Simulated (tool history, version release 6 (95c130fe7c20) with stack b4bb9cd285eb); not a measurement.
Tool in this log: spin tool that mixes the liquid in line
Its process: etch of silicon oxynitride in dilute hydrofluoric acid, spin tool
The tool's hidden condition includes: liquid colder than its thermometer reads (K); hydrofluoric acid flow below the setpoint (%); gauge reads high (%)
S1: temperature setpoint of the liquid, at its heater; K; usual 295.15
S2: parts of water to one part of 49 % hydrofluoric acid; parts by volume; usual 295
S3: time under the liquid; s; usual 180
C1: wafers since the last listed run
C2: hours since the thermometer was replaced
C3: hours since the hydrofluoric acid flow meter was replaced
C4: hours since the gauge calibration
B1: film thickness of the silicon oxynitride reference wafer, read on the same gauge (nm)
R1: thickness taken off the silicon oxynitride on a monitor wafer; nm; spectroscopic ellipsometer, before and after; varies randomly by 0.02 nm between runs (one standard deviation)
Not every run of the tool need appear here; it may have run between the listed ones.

| run | day | S1 | S2 | S3 | C1 | C2 | C3 | C4 | B1 | R1 |
|---|---|---|---|---|---|---|---|---|---|---|
| 1 | 0 | 295.15 | 295 | 180 | 0 | 1860.9 | 1743.4 | 89 | 90.013 | 0.728 |
|  | 0.679 | gauge calibrated |
| 2 | 0.725 | 295.15 | 295 | 180 | 152 | 1878.3 | 1760.8 | 1.1 | 89.988 | 0.714 |
| 3 | 1.471 | 295.15 | 295 | 180 | 156 | 1896.2 | 1778.7 | 19 | 90.003 | 0.712 |
| 4 | 1.729 | 295.15 | 295 | 180 | 54 | 1902.4 | 1784.9 | 25.2 | 90.002 | 0.687 |
| 5 | 2.175 | 295.15 | 295 | 180 | 93 | 1913.1 | 1795.6 | 35.9 | 89.997 | 0.722 |
| 6 | 2.617 | 292.15 | 225 | 180 | 92 | 1923.7 | 1806.2 | 46.5 | 89.984 | 0.873 |
|  | 2.692 | thermometer replaced |
| 7 | 3.296 | 292.15 | 225 | 180 | 133 | 14.5 | 1822.5 | 62.8 | 90.038 | 0.9 |
| 8 | 3.858 | 292.15 | 225 | 180 | 118 | 28 | 1836 | 76.3 | 89.962 | 0.857 |
| 9 | 4.258 | 295.15 | 425 | 180 | 84 | 37.6 | 1845.6 | 85.9 | 89.999 | 0.482 |
| 10 | 4.854 | 295.15 | 205 | 210 | 125 | 51.9 | 1859.9 | 100.2 | 89.962 | 1.294 |
| 11 | 5.125 | 292.15 | 225 | 180 | 56 | 58.4 | 1866.4 | 106.7 | 89.973 | 0.854 |
|  | 5.938 | gauge calibrated |
| 12 | 6.225 | 295.15 | 295 | 180 | 231 | 84.8 | 1892.8 | 6.9 | 89.998 | 0.746 |
|  | 6.562 | hydrofluoric acid flow meter replaced |
| 13 | 6.9 | 297.15 | 195 | 80 | 133 | 101 | 8.1 | 23.1 | 90.03 | 0.544 |
| 14 | 7.617 | 295.15 | 295 | 95 | 150 | 118.2 | 25.3 | 40.3 | 90.004 | 0.372 |
| 15 | 8.096 | 292.15 | 215 | 275 | 100 | 129.7 | 36.8 | 51.8 | 89.974 | 1.399 |
| 16 | 8.454 | 292.65 | 295 | 255 | 75 | 138.3 | 45.4 | 60.4 | 90.029 | 0.89 |
| 17 | 8.771 | 295.15 | 295 | 180 | 66 | 145.9 | 53 | 68 | 90.006 | 0.693 |

For each run, what was the tool's unlogged condition?
liquid colder than its thermometer reads (K): 0, the same for each run
hydrofluoric acid flow below the setpoint (%): 0, the same for each run
gauge reads high (%): 0, the same for each run
